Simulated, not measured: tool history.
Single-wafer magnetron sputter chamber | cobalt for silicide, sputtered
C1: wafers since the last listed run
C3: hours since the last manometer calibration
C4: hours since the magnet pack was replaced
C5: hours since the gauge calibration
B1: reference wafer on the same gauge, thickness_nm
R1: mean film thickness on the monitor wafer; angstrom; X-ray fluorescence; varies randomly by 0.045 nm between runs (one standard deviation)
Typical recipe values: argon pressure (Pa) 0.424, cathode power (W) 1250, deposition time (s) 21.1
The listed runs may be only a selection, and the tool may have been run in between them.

{"run": 1, "hour": 0.0, "argon pressure (Pa)": 0.424, "cathode power (W)": 1250, "deposition time (s)": 21.1, "C1": 0, "wafers on the sputter target": 1739, "C3": 2187.9, "C4": 7660.4, "C5": 329.5, "B1": 15.39, "R1": 128.93}
{"run": 2, "hour": 15.5, "argon pressure (Pa)": 0.424, "cathode power (W)": 1250, "deposition time (s)": 21.1, "C1": 544, "wafers on the sputter target": 2283, "C3": 2203.4, "C4": 7675.9, "C5": 345, "B1": 15.389, "R1": 129.63}
{"run": 3, "hour": 32.5, "argon pressure (Pa)": 0.424, "cathode power (W)": 1250, "deposition time (s)": 21.1, "C1": 596, "wafers on the sputter target": 2880, "C3": 2220.4, "C4": 7692.9, "C5": 362, "B1": 15.423, "R1": 128.97}
{"hour": 73.4, "done": "sputter target and shields replaced"}
{"run": 4, "hour": 73.9, "argon pressure (Pa)": 0.424, "cathode power (W)": 1250, "deposition time (s)": 21.1, "C1": 1172, "wafers on the sputter target": 19, "C3": 2261.8, "C4": 7734.3, "C5": 403.4, "B1": 15.4, "R1": 125.64}
{"run": 5, "hour": 96.5, "argon pressure (Pa)": 0.424, "cathode power (W)": 1100, "deposition time (s)": 19.4, "C1": 793, "wafers on the sputter target": 812, "C3": 2284.4, "C4": 7756.9, "C5": 426, "B1": 15.408, "R1": 102.24}
{"run": 6, "hour": 129.9, "argon pressure (Pa)": 0.424, "cathode power (W)": 1100, "deposition time (s)": 19.4, "C1": 1172, "wafers on the sputter target": 1985, "C3": 2317.8, "C4": 7790.3, "C5": 459.4, "B1": 15.41, "R1": 101.54}
{"hour": 150.4, "done": "gauge calibrated"}
{"hour": 152.2, "done": "magnet pack replaced"}
{"run": 7, "hour": 156.2, "argon pressure (Pa)": 0.424, "cathode power (W)": 1100, "deposition time (s)": 19.4, "C1": 642, "wafers on the sputter target": 2627, "C3": 2344.1, "C4": 4, "C5": 5.8, "B1": 15.406, "R1": 101.46}
{"hour": 174.9, "done": "sputter target and shields replaced, repeated, since the last time left the tool worse"}
{"hour": 193.4, "done": "capacitance manometer re-zeroed and calibrated"}
{"run": 8, "hour": 193.9, "argon pressure (Pa)": 0.424, "cathode power (W)": 1250, "deposition time (s)": 21.1, "C1": 761, "wafers on the sputter target": 384, "C3": 0.5, "C4": 41.7, "C5": 43.5, "B1": 15.396, "R1": 130.08}
{"run": 9, "hour": 222.3, "argon pressure (Pa)": 0.424, "cathode power (W)": 1250, "deposition time (s)": 21.1, "C1": 997, "wafers on the sputter target": 1381, "C3": 28.9, "C4": 70.1, "C5": 71.9, "B1": 15.414, "R1": 129.49}
{"run": 10, "hour": 236.3, "argon pressure (Pa)": 0.424, "cathode power (W)": 1250, "deposition time (s)": 21.1, "C1": 491, "wafers on the sputter target": 1873, "C3": 42.9, "C4": 84.1, "C5": 85.9, "B1": 15.408, "R1": 129.18}
{"run": 11, "hour": 264.5, "argon pressure (Pa)": 0.552, "cathode power (W)": 1100, "deposition time (s)": 19.4, "C1": 990, "wafers on the sputter target": 2863, "C3": 71.1, "C4": 112.3, "C5": 114.1, "B1": 15.406, "R1": 99.89}
{"run": 12, "hour": 278.8, "argon pressure (Pa)": 0.52, "cathode power (W)": 1050, "deposition time (s)": 24.7, "C1": 502, "wafers on the sputter target": 3365, "C3": 85.4, "C4": 126.6, "C5": 128.4, "B1": 15.407, "R1": 122.54}
{"hour": 300.9, "done": "sputter target and shields replaced"}
{"run": 13, "hour": 314.3, "argon pressure (Pa)": 0.424, "cathode power (W)": 1100, "deposition time (s)": 23.8, "C1": 965, "wafers on the sputter target": 470, "C3": 120.9, "C4": 162.1, "C5": 163.9, "B1": 15.411, "R1": 128.24}
{"run": 14, "hour": 336.2, "argon pressure (Pa)": 0.424, "cathode power (W)": 1150, "deposition time (s)": 23.7, "C1": 768, "wafers on the sputter target": 1239, "C3": 142.8, "C4": 184, "C5": 185.8, "B1": 15.423, "R1": 133.77}
{"run": 15, "hour": 370.2, "argon pressure (Pa)": 0.47, "cathode power (W)": 950, "deposition time (s)": 24.5, "C1": 1193, "wafers on the sputter target": 2433, "C3": 176.8, "C4": 218, "C5": 219.8, "B1": 15.415, "R1": 112.68}
{"run": 16, "hour": 385.1, "argon pressure (Pa)": 0.424, "cathode power (W)": 1250, "deposition time (s)": 21.1, "C1": 523, "wafers on the sputter target": 2956, "C3": 191.7, "C4": 232.9, "C5": 234.7, "B1": 15.392, "R1": 128.93}
{"hour": 420.8, "done": "sputter target and shields replaced"}
{"run": 17, "hour": 421.3, "argon pressure (Pa)": 0.424, "cathode power (W)": 1250, "deposition time (s)": 18.8, "C1": 990, "wafers on the sputter target": 16, "C3": 227.9, "C4": 269.1, "C5": 270.9, "B1": 15.396, "R1": 115.63}
{"run": 18, "hour": 437.2, "argon pressure (Pa)": 0.47, "cathode power (W)": 950, "deposition time (s)": 24.5, "C1": 558, "wafers on the sputter target": 575, "C3": 243.8, "C4": 285, "C5": 286.8, "B1": 15.396, "R1": 113.11}

3 ways to go on from here, each from the tool as it stands after run 18. What would each give?
{"run": "A", "hour": 437.6, "argon pressure (Pa)": 0.356, "cathode power (W)": 1250, "deposition time (s)": 21.1, "C1": 14, "wafers on the sputter target": 589, "C3": 244.2, "C4": 285.4, "C5": 287.2, "B1": "?", "R1": "?"}
{"run": "B", "hour": 437.6, "argon pressure (Pa)": 0.368, "cathode power (W)": 1250, "deposition time (s)": 20, "C1": 14, "wafers on the sputter target": 589, "C3": 244.2, "C4": 285.4, "C5": 287.2, "B1": "?", "R1": "?"}
{"run": "C", "hour": 437.6, "argon pressure (Pa)": 0.351, "cathode power (W)": 1550, "deposition time (s)": 23.6, "C1": 14, "wafers on the sputter target": 589, "C3": 244.2, "C4": 285.4, "C5": 287.2, "B1": "?", "R1": "?"}

run=A B1=15.407 R1=132.89
run=B B1=15.407 R1=125.43
run=C B1=15.407 R1=184.63
The same runs, with their run-to-run variation unchanged, on a tool lacking any hidden condition would have given:
run=A R1=133.19
run=B R1=125.71
run=C R1=185.04

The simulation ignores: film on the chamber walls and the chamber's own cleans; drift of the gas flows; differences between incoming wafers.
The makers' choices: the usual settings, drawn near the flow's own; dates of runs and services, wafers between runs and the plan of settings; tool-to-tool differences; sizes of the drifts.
